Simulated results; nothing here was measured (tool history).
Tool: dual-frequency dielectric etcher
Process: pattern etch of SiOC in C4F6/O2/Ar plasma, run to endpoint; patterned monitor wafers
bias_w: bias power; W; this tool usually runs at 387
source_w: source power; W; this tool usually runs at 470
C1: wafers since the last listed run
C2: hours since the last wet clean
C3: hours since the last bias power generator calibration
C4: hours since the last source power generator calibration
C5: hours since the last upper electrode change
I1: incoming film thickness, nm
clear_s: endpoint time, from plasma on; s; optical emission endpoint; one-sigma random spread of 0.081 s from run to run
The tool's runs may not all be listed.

run 1 hour=0.0 | bias_w=387 source_w=470 | C1=0 C2=241.9 C3=2911.3 C4=2775.0 C5=1650.4 | I1=42.82 | clear_s=15.6
run 2 hour=14.5 | bias_w=387 source_w=470 | C1=148 C2=256.4 C3=2925.8 C4=2789.5 C5=1664.9 | I1=42.06 | clear_s=15.3
run 3 hour=32.3 | bias_w=387 source_w=470 | C1=182 C2=274.2 C3=2943.6 C4=2807.3 C5=1682.7 | I1=42.79 | clear_s=15.6
run 4 hour=41.2 | bias_w=387 source_w=470 | C1=91 C2=283.1 C3=2952.5 C4=2816.2 C5=1691.6 | I1=42.63 | clear_s=15.5
run 5 hour=55.8 | bias_w=387 source_w=420 | C1=149 C2=297.7 C3=2967.1 C4=2830.8 C5=1706.2 | I1=42.10 | clear_s=16.3
run 6 hour=70.1 | bias_w=387 source_w=420 | C1=146 C2=312.0 C3=2981.4 C4=2845.1 C5=1720.5 | I1=42.17 | clear_s=16.5
run 7 hour=92.6 | bias_w=387 source_w=470 | C1=231 C2=334.5 C3=3003.9 C4=2867.6 C5=1743.0 | I1=42.66 | clear_s=15.5
run 8 hour=108.0 | bias_w=424 source_w=470 | C1=158 C2=349.9 C3=3019.3 C4=2883.0 C5=1758.4 | I1=42.22 | clear_s=15.0
-- hour=125.3 bias power generator calibrated
-- hour=125.8 source power generator calibrated
run 9 hour=126.3 | bias_w=424 source_w=470 | C1=142 C2=368.2 C3=1.0 C4=0.5 C5=1776.7 | I1=42.35 | clear_s=15.2
run 10 hour=134.7 | bias_w=424 source_w=470 | C1=86 C2=376.6 C3=9.4 C4=8.9 C5=1785.1 | I1=42.50 | clear_s=15.2
run 11 hour=150.1 | bias_w=444 source_w=470 | C1=158 C2=392.0 C3=24.8 C4=24.3 C5=1800.5 | I1=42.08 | clear_s=14.7
run 12 hour=159.1 | bias_w=444 source_w=470 | C1=92 C2=401.0 C3=33.8 C4=33.3 C5=1809.5 | I1=42.63 | clear_s=14.9
run 13 hour=176.7 | bias_w=387 source_w=470 | C1=180 C2=418.6 C3=51.4 C4=50.9 C5=1827.1 | I1=42.78 | clear_s=15.5
run 14 hour=183.2 | bias_w=387 source_w=470 | C1=66 C2=425.1 C3=57.9 C4=57.4 C5=1833.6 | I1=42.27 | clear_s=15.2
run 15 hour=189.9 | bias_w=410 source_w=470 | C1=68 C2=431.8 C3=64.6 C4=64.1 C5=1840.3 | I1=42.51 | clear_s=15.2
run 16 hour=197.6 | bias_w=387 source_w=430 | C1=79 C2=439.5 C3=72.3 C4=71.8 C5=1848.0 | I1=42.08 | clear_s=16.0
run 17 hour=227.5 | bias_w=387 source_w=470 | C1=307 C2=469.4 C3=102.2 C4=101.7 C5=1877.9 | I1=42.46 | clear_s=15.2

What will run 18 give?
run 18 hour=236.9 | bias_w=463 source_w=380 | C1=96 C2=478.8 C3=111.6 C4=111.1 C5=1887.3 | I1=42.65 | clear_s=?

{"run 18": {"clear_s": 17.0}}
Were there no unlogged condition in the tool, this run, its random variation unchanged, would have produced clear_s 17.6 s.
